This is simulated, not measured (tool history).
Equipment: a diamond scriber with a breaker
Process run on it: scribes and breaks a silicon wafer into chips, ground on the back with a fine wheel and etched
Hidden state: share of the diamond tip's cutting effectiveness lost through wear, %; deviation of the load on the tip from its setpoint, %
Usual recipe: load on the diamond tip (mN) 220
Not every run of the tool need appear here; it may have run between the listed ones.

| run | hour | load on the diamond tip (mN) | wafers since the last listed run | hours since the diamond tip was replaced | hours since the load on the tip was calibrated | incoming depth of the damage left on the back of the incoming wafer, um | depth of the median crack under the scribed line (um) | chips rejected at inspection after the break (%) |
|---|---|---|---|---|---|---|---|---|
| 1 | 0 | 220 | 0 | 801.4 | 673.7 | 0.73 | 8.78 | 3.66 |
| 2 | 31.9 | 220 | 169 | 833.3 | 705.6 | 0.63 | 8.71 | 4 |
| 3 | 98.7 | 189 | 354 | 900.1 | 772.4 | 0.64 | 8.1 | 11.39 |
| 4 | 154.7 | 189 | 297 | 956.1 | 828.4 | 0.32 | 7.96 | 12.98 |
| 5 | 310 | 261 | 824 | 1111.4 | 983.7 | 0.49 | 9.06 | 3.56 |
| 6 | 371.4 | 261 | 325 | 1172.8 | 1045.1 | 0.4 | 8.79 | 5.04 |
|  | 385.2 | diamond tip replaced by a new one |
| 7 | 438.2 | 220 | 343 | 53 | 1111.9 | 0.33 | 9.6 | 1.28 |
| 8 | 474.8 | 220 | 194 | 89.6 | 1148.5 | 0.65 | 9.89 | 1.22 |
| 9 | 540.7 | 260 | 349 | 155.5 | 1214.4 | 0.43 | 10.7 | 2.23 |
| 10 | 571.8 | 260 | 165 | 186.6 | 1245.5 | 0.65 | 10.54 | 2.57 |
| 11 | 613.4 | 260 | 220 | 228.2 | 1287.1 | 0.3 | 10.48 | 2.25 |
| 12 | 668.4 | 185 | 291 | 283.2 | 1342.1 | 0.69 | 8.93 | 4.16 |
|  | 689.2 | load on the tip recalibrated |
| 13 | 720.8 | 185 | 267 | 335.6 | 31.6 | 0.63 | 8.98 | 4.7 |
| 14 | 933.8 | 185 | 1130 | 548.6 | 244.6 | 0.6 | 8.51 | 6.49 |
| 15 | 996.7 | 271 | 333 | 611.5 | 307.5 | 0.65 | 10.17 | 1.7 |
| 16 | 1028.1 | 190 | 166 | 642.9 | 338.9 | 0.7 | 8.76 | 6.94 |
| 17 | 1066.4 | 220 | 203 | 681.2 | 377.2 | 0.65 | 8.92 | 2.96 |
| 18 | 1093.2 | 255 | 142 | 708 | 404 | 0.42 | 9.84 | 1.16 |
| 19 | 1117.2 | 241 | 127 | 732 | 428 | 0.64 | 9.39 | 1.71 |
| 20 | 1169.5 | 274 | 277 | 784.3 | 480.3 | 0.54 | 10.03 | 1.23 |
| 21 | 1227.7 | 156 | 308 | 842.5 | 538.5 | 0.54 | 7.6 | 20.32 |
| 22 | 1255.5 | 272 | 147 | 870.3 | 566.3 | 0.77 | 9.85 | 1.21 |
| 23 | 1317.3 | 220 | 327 | 932.1 | 628.1 | 0.41 | 8.83 | 6.34 |
| 24 | 1362 | 197 | 237 | 976.8 | 672.8 | 0.47 | 8.1 | 12.65 |
|  | 1376 | diamond tip replaced by a new one, of another model than before |
| 25 | 1411.2 | 166 | 250 | 35.2 | 722 | 0.55 | 8.7 | 4.55 |
| 26 | 1471.2 | 281 | 318 | 95.2 | 782 | 0.38 | 10.62 | 2.89 |
| 27 | 1512 | 220 | 216 | 136 | 822.8 | 0.42 | 9.56 | 1.2 |
| 28 | 1557.5 | 271 | 241 | 181.5 | 868.3 | 0.72 | 10.52 | 2.25 |
| 29 | 1641.4 | 220 | 445 | 265.4 | 952.2 | 0.57 | 9.86 | 1.16 |
| 30 | 1667.8 | 252 | 140 | 291.8 | 978.6 | 0.75 | 10.21 | 1.42 |
| 31 | 1739.3 | 260 | 379 | 363.3 | 1050.1 | 0.66 | 9.98 | 1.59 |
| 32 | 1772 | 176 | 173 | 396 | 1082.8 | 0.58 | 8.73 | 4.07 |
| 33 | 1815.9 | 180 | 232 | 439.9 | 1126.7 | 0.62 | 8.86 | 4.12 |
|  | 1857.2 | load on the tip recalibrated |
| 34 | 2001.3 | 159 | 973 | 625.3 | 144.1 | 0.76 | 8.23 | 8.93 |

Selected run-to-run steps in depth of the median crack under the scribed line (um), each split into two signed amounts: the part the tool would show with no hidden state at all (from settings, incoming material and random variation), and the remainder, which goes to the hidden state together with any gauge scatter not common to the measured and the hidden-state-free results:
Run 4 -> 5: load on the diamond tip (mN) 189 -> 261. depth of the median crack under the scribed line (um) +1.1: hidden state -0.67, all else +1.77.
Run 6 -> 7: load on the diamond tip (mN) 261 -> 220, diamond tip replaced by a new one. depth of the median crack under the scribed line (um) +0.81: hidden state +1.83, all else -1.02.
Run 20 -> 21: load on the diamond tip (mN) 274 -> 156. depth of the median crack under the scribed line (um) -2.43: hidden state +0.12, all else -2.55.
Run 21 -> 22: load on the diamond tip (mN) 156 -> 272. depth of the median crack under the scribed line (um) +2.25: hidden state -0.33, all else +2.58.
Run 24 -> 25: load on the diamond tip (mN) 197 -> 166, diamond tip replaced by a new one, of another model than before. depth of the median crack under the scribed line (um) +0.6: hidden state +1.19, all else -0.59.
Run 25 -> 26: load on the diamond tip (mN) 166 -> 281. depth of the median crack under the scribed line (um) +1.92: hidden state -0.03, all else +1.95.
